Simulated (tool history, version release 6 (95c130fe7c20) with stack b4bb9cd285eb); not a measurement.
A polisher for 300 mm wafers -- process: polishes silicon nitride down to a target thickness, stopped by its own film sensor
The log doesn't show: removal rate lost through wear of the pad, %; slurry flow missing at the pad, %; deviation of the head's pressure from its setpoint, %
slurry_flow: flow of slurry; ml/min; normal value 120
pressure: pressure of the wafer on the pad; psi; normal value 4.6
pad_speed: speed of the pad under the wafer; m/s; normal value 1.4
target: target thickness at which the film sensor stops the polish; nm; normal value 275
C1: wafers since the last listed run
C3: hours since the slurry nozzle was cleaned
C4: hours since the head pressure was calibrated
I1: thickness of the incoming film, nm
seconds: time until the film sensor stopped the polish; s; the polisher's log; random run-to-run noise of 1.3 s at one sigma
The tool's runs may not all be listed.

Run 1, hour 0: usual settings but slurry_flow 100 ml/min, pad_speed 1.64 m/s; C1 0; wafers polished on this pad 373; C3 367.1; C4 322.7; I1 496.8. Result: seconds 61.7 s.
Run 2, hour 35: usual settings but slurry_flow 130 ml/min; C1 405; wafers polished on this pad 778; C3 402.1; C4 357.7; I1 496.7. Result: seconds 65 s.
Run 3, hour 59.6: usual settings but slurry_flow 100 ml/min; C1 284; wafers polished on this pad 1063; C3 426.7; C4 382.3; I1 494.1. Result: seconds 70.2 s.
Run 4, hour 109.2: usual settings but slurry_flow 100 ml/min; C1 574; wafers polished on this pad 1637; C3 476.3; C4 431.9; I1 491. Result: seconds 67.7 s.
Run 5, hour 157.4: usual settings but slurry_flow 100 ml/min; C1 557; wafers polished on this pad 2195; C3 524.5; C4 480.1; I1 483.4. Result: seconds 63.3 s.
At hour 222: worn pad replaced by a new one.
Run 6, hour 222.5: usual settings but slurry_flow 145 ml/min; C1 707; wafers polished on this pad 5; C3 589.6; C4 545.2; I1 489.8. Result: seconds 61.4 s.
At hour 263: head pressure recalibrated.
Run 7, hour 284.8: usual settings but target 313 nm; C1 697; wafers polished on this pad 703; C3 651.9; C4 21.8; I1 485.7. Result: seconds 54.5 s.
Run 8, hour 349.1: usual settings but target 313 nm; C1 744; wafers polished on this pad 1447; C3 716.2; C4 86.1; I1 496.7. Result: seconds 55.2 s.
Run 9, hour 379.4: usual settings; C1 350; wafers polished on this pad 1798; C3 746.5; C4 116.4; I1 493.6. Result: seconds 68.4 s.
At hour 442.2: worn pad replaced by a new one.
Run 10, hour 447.9: usual settings; C1 746; wafers polished on this pad 66; C3 815; C4 184.9; I1 483.6. Result: seconds 63.3 s.
Run 11, hour 505.6: usual settings but target 331 nm; C1 667; wafers polished on this pad 733; C3 872.7; C4 242.6; I1 485.8. Result: seconds 47.2 s.
Run 12, hour 542.1: usual settings but pressure 5.5 psi, target 321 nm; C1 422; wafers polished on this pad 1156; C3 909.2; C4 279.1; I1 495.5. Result: seconds 44.2 s.
Run 13, hour 578.2: usual settings but slurry_flow 100 ml/min, pressure 3.5 psi, pad_speed 1.08 m/s, target 297 nm; C1 417; wafers polished on this pad 1574; C3 945.3; C4 315.2; I1 493.8. Result: seconds 100.4 s.
At hour 604: slurry nozzle cleaned.
Run 14, hour 645.6: usual settings; C1 768; wafers polished on this pad 2342; C3 41.6; C4 382.6; I1 494.8. Result: seconds 65.2 s.
At hour 699.7: worn pad replaced by a new one.
Run 15, hour 703.6: usual settings but slurry_flow 160 ml/min, pressure 3.5 psi, pad_speed 1.82 m/s, target 302 nm; C1 625; wafers polished on this pad 44; C3 99.6; C4 440.6; I1 485.4. Result: seconds 55.8 s.
Run 16, hour 734.6: usual settings but slurry_flow 100 ml/min, pressure 6 psi, pad_speed 1.74 m/s; C1 358; wafers polished on this pad 403; C3 130.6; C4 471.6; I1 497.8. Result: seconds 44.8 s.
Run 17, hour 787.2: usual settings but slurry_flow 85 ml/min, target 202 nm; C1 608; wafers polished on this pad 1012; C3 183.2; C4 524.2; I1 487.7. Result: seconds 89.9 s.
Run 18, hour 820.7: usual settings but pressure 3 psi, pad_speed 1.06 m/s; C1 387; wafers polished on this pad 1400; C3 216.7; C4 557.7; I1 493.5. Result: seconds 123.8 s.
Run 19, hour 849.1: usual settings; C1 328; wafers polished on this pad 1728; C3 245.1; C4 586.1; I1 491.6. Result: seconds 62.6 s.
Run 20, hour 917.8: usual settings but pressure 5.3 psi, target 228 nm; C1 795; wafers polished on this pad 2524; C3 313.8; C4 654.8; I1 484. Result: seconds 61.1 s.
At hour 926.5: worn pad replaced by a new one.
At hour 935.6: head pressure recalibrated.
Run 21, hour 988.7: usual settings; C1 751; wafers polished on this pad 696; C3 384.7; C4 53.1; I1 496.5. Result: seconds 67 s.
Run 22, hour 1041.4: usual settings; C1 609; wafers polished on this pad 1306; C3 437.4; C4 105.8; I1 491.6. Result: seconds 68.2 s.
Run 23, hour 1107.9: usual settings but target 201 nm; C1 769; wafers polished on this pad 2076; C3 503.9; C4 172.3; I1 495.1. Result: seconds 91 s.
At hour 1162.8: worn pad replaced by a new one.
Run 24, hour 1177.4: usual settings but slurry_flow 95 ml/min, pressure 3.9 psi, pad_speed 1.64 m/s, target 242 nm; C1 758; wafers polished on this pad 169; C3 573.4; C4 241.8; I1 488.9. Result: seconds 84 s.

Here are 3 independent what-if runs from the current tool condition. What would each one return?
Run A, hour 1177.9: usual settings; C1 5; wafers polished on this pad 175; C3 573.9; C4 242.3; I1 490.5. Result: seconds ?.
Run B, hour 1177.9: usual settings but pressure 3.9 psi, pad_speed 1.04 m/s; C1 5; wafers polished on this pad 175; C3 573.9; C4 242.3; I1 490.5. Result: seconds ?.
Run C, hour 1177.9: usual settings but slurry_flow 140 ml/min, pressure 5.4 psi, pad_speed 0.96 m/s, target 201 nm; C1 5; wafers polished on this pad 175; C3 573.9; C4 242.3; I1 490.5. Result: seconds ?.

run  seconds
  A     66.1
  B     98.8
  C     98.9
Without the tool's hidden state the same runs would have given:
run  seconds
  A     68.1
  B    101.9
  C    101.9

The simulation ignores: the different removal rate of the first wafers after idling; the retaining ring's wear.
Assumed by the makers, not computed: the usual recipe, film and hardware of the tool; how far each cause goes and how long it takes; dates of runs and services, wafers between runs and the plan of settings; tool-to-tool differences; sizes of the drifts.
